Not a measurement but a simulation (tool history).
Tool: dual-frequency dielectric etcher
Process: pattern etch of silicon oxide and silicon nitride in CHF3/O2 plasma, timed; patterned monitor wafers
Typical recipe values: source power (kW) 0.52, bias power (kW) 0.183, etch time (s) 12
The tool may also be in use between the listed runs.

| run | hour | source power (kW) | bias power (kW) | etch time (s) | wafers since the last listed run | hours since the last wet clean | hours since the last source power generator calibration | hours since the last bias power generator calibration | hours since the last upper electrode change | hours since the gauge calibration | read-back reference wafer on the same gauge, depth_nm | mean etch depth across the wafer (Å) |
|---|---|---|---|---|---|---|---|---|---|---|---|---|
| 1 | 0 | 0.52 | 0.183 | 12 | 0 | 152.1 | 2015.5 | 4299.8 | 2464.9 | 1386.7 | 15.35 | 183.7 |
| 2 | 26.8 | 0.6 | 0.183 | 12 | 357 | 178.9 | 2042.3 | 4326.6 | 2491.7 | 1413.5 | 15.34 | 198.8 |
| 3 | 72.9 | 0.6 | 0.183 | 12 | 614 | 225 | 2088.4 | 4372.7 | 2537.8 | 1459.6 | 15.34 | 197.8 |
| 4 | 101.7 | 0.6 | 0.183 | 12 | 383 | 253.8 | 2117.2 | 4401.5 | 2566.6 | 1488.4 | 15.34 | 199.2 |
| 5 | 133.5 | 0.52 | 0.183 | 12 | 423 | 285.6 | 2149 | 4433.3 | 2598.4 | 1520.2 | 15.37 | 185.1 |
| 6 | 199.9 | 0.52 | 0.183 | 12 | 885 | 352 | 2215.4 | 4499.7 | 2664.8 | 1586.6 | 15.39 | 185 |
| 7 | 269.9 | 0.52 | 0.183 | 12 | 933 | 422 | 2285.4 | 4569.7 | 2734.8 | 1656.6 | 15.41 | 184 |
| 8 | 296.9 | 0.52 | 0.183 | 12 | 359 | 449 | 2312.4 | 4596.7 | 2761.8 | 1683.6 | 15.43 | 184.4 |
|  | 315.7 | gauge calibrated |
|  | 399.4 | wet clean of the chamber |
|  | 420.7 | source power generator calibrated |
| 9 | 502.2 | 0.52 | 0.183 | 12 | 2363 | 102.8 | 81.5 | 4802 | 2967.1 | 186.5 | 15.07 | 181.5 |
| 10 | 550.1 | 0.52 | 0.183 | 12 | 638 | 150.7 | 129.4 | 4849.9 | 3015 | 234.4 | 15.09 | 180.9 |
| 11 | 588.1 | 0.52 | 0.183 | 12 | 506 | 188.7 | 167.4 | 4887.9 | 3053 | 272.4 | 15.09 | 181.4 |
| 12 | 626.7 | 0.52 | 0.183 | 12 | 514 | 227.3 | 206 | 4926.5 | 3091.6 | 311 | 15.09 | 181.2 |
|  | 658.9 | bias power generator calibrated |
| 13 | 671.7 | 0.52 | 0.183 | 12 | 546 | 272.3 | 251 | 12.8 | 3136.6 | 356 | 15.11 | 181.4 |
| 14 | 715.7 | 0.52 | 0.183 | 12 | 586 | 316.3 | 295 | 56.8 | 3180.6 | 400 | 15.11 | 181 |
|  | 754.3 | upper electrode replaced |
| 15 | 786.7 | 0.48 | 0.148 | 14 | 626 | 387.3 | 366 | 127.8 | 32.4 | 471 | 15.15 | 181.5 |
| 16 | 817.4 | 0.59 | 0.183 | 13 | 409 | 418 | 396.7 | 158.5 | 63.1 | 501.7 | 15.14 | 211 |
| 17 | 873.8 | 0.52 | 0.183 | 12 | 751 | 474.4 | 453.1 | 214.9 | 119.5 | 558.1 | 15.17 | 180.9 |
| 18 | 942.4 | 0.41 | 0.183 | 14 | 914 | 543 | 521.7 | 283.5 | 188.1 | 626.7 | 15.17 | 186.3 |
| 19 | 975.2 | 0.52 | 0.213 | 14.5 | 437 | 575.8 | 554.5 | 316.3 | 220.9 | 659.5 | 15.16 | 237 |
| 20 | 1015.6 | 0.55 | 0.183 | 12 | 538 | 616.2 | 594.9 | 356.7 | 261.3 | 699.9 | 15.19 | 187.8 |
|  | 1047.6 | wet clean of the chamber |
| 21 | 1048.1 | 0.52 | 0.165 | 9.5 | 113 | 0.5 | 627.4 | 389.2 | 293.8 | 732.4 | 15.2 | 137 |
| 22 | 1090.8 | 0.52 | 0.183 | 8.5 | 569 | 43.2 | 670.1 | 431.9 | 336.5 | 775.1 | 15.21 | 129 |
| 23 | 1133.6 | 0.52 | 0.183 | 12 | 570 | 86 | 712.9 | 474.7 | 379.3 | 817.9 | 15.22 | 182.7 |
| 24 | 1163.9 | 0.52 | 0.183 | 12 | 403 | 116.3 | 743.2 | 505 | 409.6 | 848.2 | 15.22 | 182.7 |
| 25 | 1218 | 0.43 | 0.183 | 12 | 721 | 170.4 | 797.3 | 559.1 | 463.7 | 902.3 | 15.24 | 164.2 |
| 26 | 1255 | 0.52 | 0.139 | 11 | 493 | 207.4 | 834.3 | 596.1 | 500.7 | 939.3 | 15.25 | 145.1 |
| 27 | 1320.3 | 0.63 | 0.205 | 15 | 870 | 272.7 | 899.6 | 661.4 | 566 | 1004.6 | 15.26 | 267.6 |
| 28 | 1362.1 | 0.52 | 0.183 | 15 | 557 | 314.5 | 941.4 | 703.2 | 607.8 | 1046.4 | 15.29 | 228.6 |
| 29 | 1433.6 | 0.52 | 0.183 | 10 | 953 | 386 | 1012.9 | 774.7 | 679.3 | 1117.9 | 15.29 | 152.1 |
| 30 | 1502.3 | 0.52 | 0.183 | 12 | 915 | 454.7 | 1081.6 | 843.4 | 748 | 1186.6 | 15.32 | 183.5 |

Branching from run 30: 3 alternative next runs. What would each branch give?
| A | 1502.7 | 0.52 | 0.183 | 12 | 5 | 455.1 | 1082 | 843.8 | 748.4 | 1187 | ? | ? |
| B | 1502.7 | 0.52 | 0.205 | 9 | 5 | 455.1 | 1082 | 843.8 | 748.4 | 1187 | ? | ? |
| C | 1502.7 | 0.57 | 0.183 | 12 | 5 | 455.1 | 1082 | 843.8 | 748.4 | 1187 | ? | ? |

| run | read-back reference wafer on the same gauge, depth_nm | mean etch depth across the wafer (Å) |
|---|---|---|
| A | 15.31 | 183.9 |
| B | 15.31 | 145.9 |
| C | 15.31 | 193.1 |
With the hidden condition removed and each run's random variation left untouched, the same runs would have given:
| run | mean etch depth across the wafer (Å) |
|---|---|
| A | 180.1 |
| B | 142.9 |
| C | 189.1 |

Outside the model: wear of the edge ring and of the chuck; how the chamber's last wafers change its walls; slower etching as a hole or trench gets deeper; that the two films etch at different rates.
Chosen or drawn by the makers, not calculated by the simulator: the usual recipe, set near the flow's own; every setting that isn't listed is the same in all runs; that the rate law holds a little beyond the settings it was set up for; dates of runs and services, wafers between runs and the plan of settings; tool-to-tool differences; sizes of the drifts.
